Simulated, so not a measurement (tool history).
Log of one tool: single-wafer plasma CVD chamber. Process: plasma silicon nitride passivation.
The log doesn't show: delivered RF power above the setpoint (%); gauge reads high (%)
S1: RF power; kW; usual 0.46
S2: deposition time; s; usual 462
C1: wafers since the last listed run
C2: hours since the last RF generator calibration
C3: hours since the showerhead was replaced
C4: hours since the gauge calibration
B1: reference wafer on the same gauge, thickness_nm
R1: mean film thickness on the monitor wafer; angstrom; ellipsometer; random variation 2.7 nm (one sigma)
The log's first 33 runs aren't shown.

run    hour    S1   S2   C1     C2      C3     C4       B1       R1
 34  1780.2  0.54  515  186  271.2   763.3   75.7  699.461  7354.64
 35  1831.1  0.46  462  208  322.1   814.2  126.6  701.019  6184.07
 36  1892.6  0.46  371  251  383.6   875.7  188.1  702.443  4996.93
 37  1949.2  0.46  425  231  440.2   932.3  244.7  700.598  5671.05
 38  2008.6  0.55  394  243  499.6   991.7  304.1   701.43  5647.53
 39  2042.8  0.46  462  140  533.8  1025.9  338.3  701.579  6179.83
 40  2082.2  0.51  375  161  573.2  1065.3  377.7  702.488  5199.65
 41  2123.2  0.46  462  167  614.2  1106.3  418.7  701.467  6142.69
 42  2182.2   0.5  462  241  673.2  1165.3  477.7  701.265  6354.16

5 ways to go on from here, each from the tool as it stands after run 42. What would each give?
  A  2182.7   0.46  395   2  673.7  1165.8  478.2   ?   ?
  B  2182.7  0.435  462   2  673.7  1165.8  478.2   ?   ?
  C  2182.7  0.375  531   2  673.7  1165.8  478.2   ?   ?
  D  2182.7   0.38  540   2  673.7  1165.8  478.2   ?   ?
  E  2182.7   0.53  462   2  673.7  1165.8  478.2   ?   ?

run       B1       R1
  A  701.186  5253.91
  B  701.186  6021.49
  C  701.186  6548.88
  D  701.186  6693.34
  E  701.186   6463.4
Without the tool's hidden state the same runs would have given:
run       R1
  A  5310.33
  B  6086.15
  C  6619.21
  D  6765.22
  E  6532.82

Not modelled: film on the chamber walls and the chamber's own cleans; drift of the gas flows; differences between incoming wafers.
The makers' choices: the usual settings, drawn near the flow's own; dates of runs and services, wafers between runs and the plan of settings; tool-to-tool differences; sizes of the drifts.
